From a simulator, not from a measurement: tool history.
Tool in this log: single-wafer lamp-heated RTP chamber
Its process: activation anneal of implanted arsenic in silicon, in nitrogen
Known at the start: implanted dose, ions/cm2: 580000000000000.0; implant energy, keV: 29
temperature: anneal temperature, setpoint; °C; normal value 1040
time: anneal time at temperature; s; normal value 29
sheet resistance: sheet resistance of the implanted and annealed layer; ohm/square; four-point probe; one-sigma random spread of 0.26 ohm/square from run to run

run   hour  temperature  time  read-back reference wafer on the same gauge, sheet resistance  sheet resistance
  1    0.0         1040    29                                                         188.02            172.85
  2   17.5         1040    29                                                         187.92            173.02
  3   32.6         1032    29                                                         187.95            173.62
  4   38.6         1032    29                                                         188.02            173.66
  5   51.6         1040    29                                                         187.93            172.03
  6   62.1         1040    25                                                         187.98            172.99
  7   72.9         1040    25                                                         187.91            172.95
  8   81.3         1040    25                                                         188.04            172.76
      83.3  -- gauge calibrated
  9   96.0         1033    35                                                         188.00            171.70
 10  106.4         1052    20                                                         187.97            172.65
 11  122.2         1031    24                                                         187.99            174.41
 12  130.6         1040    39                                                         187.98            169.95
     142.2  -- reflector plate cleaned
 13  144.5         1030    36                                                         187.99            172.39
 14  162.1         1028    22                                                         188.09            175.46
 15  171.9         1040    29                                                         187.94            172.71
     193.5  -- pyrometer window cleaned and pyrometer calibrated
 16  194.0         1027    19                                                         187.99            177.31
 17  199.6         1052    37                                                         187.99            170.67
 18  208.1         1040    29                                                         188.04            173.41
 19  225.5         1011    21                                                         187.94            177.69
 20  240.7         1048    39                                                         188.00            169.70
 21  252.0         1030    29                                                         188.05            173.63

Forecast each of these 4 alternatives for the next run:
  A  252.4         1040    29                                                              ?                 ?
  B  252.4         1040    34                                                              ?                 ?
  C  252.4         1061    12                                                              ?                 ?
  D  252.4         1040    45                                                              ?                 ?

run  read-back reference wafer on the same gauge, sheet resistance  sheet resistance
  A                                                         188.02            172.26
  B                                                         188.02            171.31
  C                                                         188.02            174.56
  D                                                         188.02            169.52
Without the tool's hidden state the same runs would have given:
run  sheet resistance
  A            174.21
  B            173.38
  C            176.22
  D            171.79
